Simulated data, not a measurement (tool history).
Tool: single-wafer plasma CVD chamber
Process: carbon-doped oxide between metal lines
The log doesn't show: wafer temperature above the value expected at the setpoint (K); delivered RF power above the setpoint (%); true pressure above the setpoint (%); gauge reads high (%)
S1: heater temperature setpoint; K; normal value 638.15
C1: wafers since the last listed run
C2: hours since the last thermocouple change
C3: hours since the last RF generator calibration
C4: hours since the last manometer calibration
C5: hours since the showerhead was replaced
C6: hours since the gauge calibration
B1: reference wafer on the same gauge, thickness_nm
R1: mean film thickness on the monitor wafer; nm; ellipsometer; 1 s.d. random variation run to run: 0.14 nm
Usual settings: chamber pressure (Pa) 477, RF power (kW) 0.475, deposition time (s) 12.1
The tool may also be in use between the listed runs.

Run 1, hour 0: usual settings; C1 0; C2 1988.4; C3 1592.3; C4 1172; C5 2556.4; C6 127.5; B1 67.896. Result: R1 54.634 nm.
Run 2, hour 32.5: usual settings; C1 992; C2 2020.9; C3 1624.8; C4 1204.5; C5 2588.9; C6 160; B1 67.92. Result: R1 54.645 nm.
Run 3, hour 64.5: usual settings; C1 977; C2 2052.9; C3 1656.8; C4 1236.5; C5 2620.9; C6 192; B1 67.873. Result: R1 54.71 nm.
Run 4, hour 80.7: usual settings; C1 494; C2 2069.1; C3 1673; C4 1252.7; C5 2637.1; C6 208.2; B1 67.879. Result: R1 54.474 nm.
Run 5, hour 104.7: usual settings; C1 732; C2 2093.1; C3 1697; C4 1276.7; C5 2661.1; C6 232.2; B1 67.878. Result: R1 54.313 nm.
Run 6, hour 140.5: usual settings; C1 1093; C2 2128.9; C3 1732.8; C4 1312.5; C5 2696.9; C6 268; B1 67.847. Result: R1 54.475 nm.
Run 7, hour 163: usual settings; C1 687; C2 2151.4; C3 1755.3; C4 1335; C5 2719.4; C6 290.5; B1 67.898. Result: R1 54.355 nm.
Run 8, hour 192.1: usual settings but chamber pressure (Pa) 399; C1 888; C2 2180.5; C3 1784.4; C4 1364.1; C5 2748.5; C6 319.6; B1 67.913. Result: R1 53.154 nm.
Run 9, hour 236.5: usual settings but chamber pressure (Pa) 399; C1 1355; C2 2224.9; C3 1828.8; C4 1408.5; C5 2792.9; C6 364; B1 67.93. Result: R1 53.164 nm.
At hour 262.2: thermocouple changed; heater temperature recalibrated.
At hour 269.4: RF generator calibrated.
Run 10, hour 269.9: usual settings but chamber pressure (Pa) 399; C1 557; C2 7.7; C3 0.5; C4 1441.9; C5 2826.3; C6 397.4; B1 67.864. Result: R1 55.32 nm.
Run 11, hour 284.7: usual settings but S1 624.15 K, chamber pressure (Pa) 580; C1 451; C2 22.5; C3 15.3; C4 1456.7; C5 2841.1; C6 412.2; B1 67.946. Result: R1 60.436 nm.
At hour 293.4: gauge calibrated.
At hour 318.9: capacitance manometer re-zeroed and calibrated.
Run 12, hour 319.4: usual settings but S1 624.15 K, chamber pressure (Pa) 396, RF power (kW) 0.41, deposition time (s) 9.7; C1 815; C2 57.2; C3 50; C4 0.5; C5 2875.8; C6 26; B1 67.884. Result: R1 43.001 nm.
Run 13, hour 343.6: usual settings but S1 652.15 K; C1 738; C2 81.4; C3 74.2; C4 24.7; C5 2900; C6 50.2; B1 67.891. Result: R1 54.288 nm.
At hour 377.8: showerhead replaced.
Run 14, hour 378.7: usual settings but S1 651.15 K, chamber pressure (Pa) 596, RF power (kW) 0.53, deposition time (s) 13.7; C1 827; C2 116.5; C3 109.3; C4 59.8; C5 0.9; C6 85.3; B1 67.93. Result: R1 66.961 nm.
Run 15, hour 390.7: usual settings; C1 366; C2 128.5; C3 121.3; C4 71.8; C5 12.9; C6 97.3; B1 67.898. Result: R1 56.649 nm.
Run 16, hour 403: usual settings but S1 628.15 K, chamber pressure (Pa) 569, RF power (kW) 0.39, deposition time (s) 13.5; C1 375; C2 140.8; C3 133.6; C4 84.1; C5 25.2; C6 109.6; B1 67.931. Result: R1 59.879 nm.
Run 17, hour 421.6: usual settings; C1 567; C2 159.4; C3 152.2; C4 102.7; C5 43.8; C6 128.2; B1 67.933. Result: R1 56.432 nm.
Run 18, hour 439.1: usual settings; C1 534; C2 176.9; C3 169.7; C4 120.2; C5 61.3; C6 145.7; B1 67.856. Result: R1 56.673 nm.

Run 19 comes next. What will it give?
Run 19, hour 509.2: usual settings but S1 649.15 K, chamber pressure (Pa) 411, RF power (kW) 0.445, deposition time (s) 10.7; C1 2140; C2 247; C3 239.8; C4 190.3; C5 131.4; C6 215.8; B1 ?. Result: R1 ?.

B1: 67.88
R1: 46.102 nm
Without the tool's hidden state the same run would have given R1 46.464 nm.

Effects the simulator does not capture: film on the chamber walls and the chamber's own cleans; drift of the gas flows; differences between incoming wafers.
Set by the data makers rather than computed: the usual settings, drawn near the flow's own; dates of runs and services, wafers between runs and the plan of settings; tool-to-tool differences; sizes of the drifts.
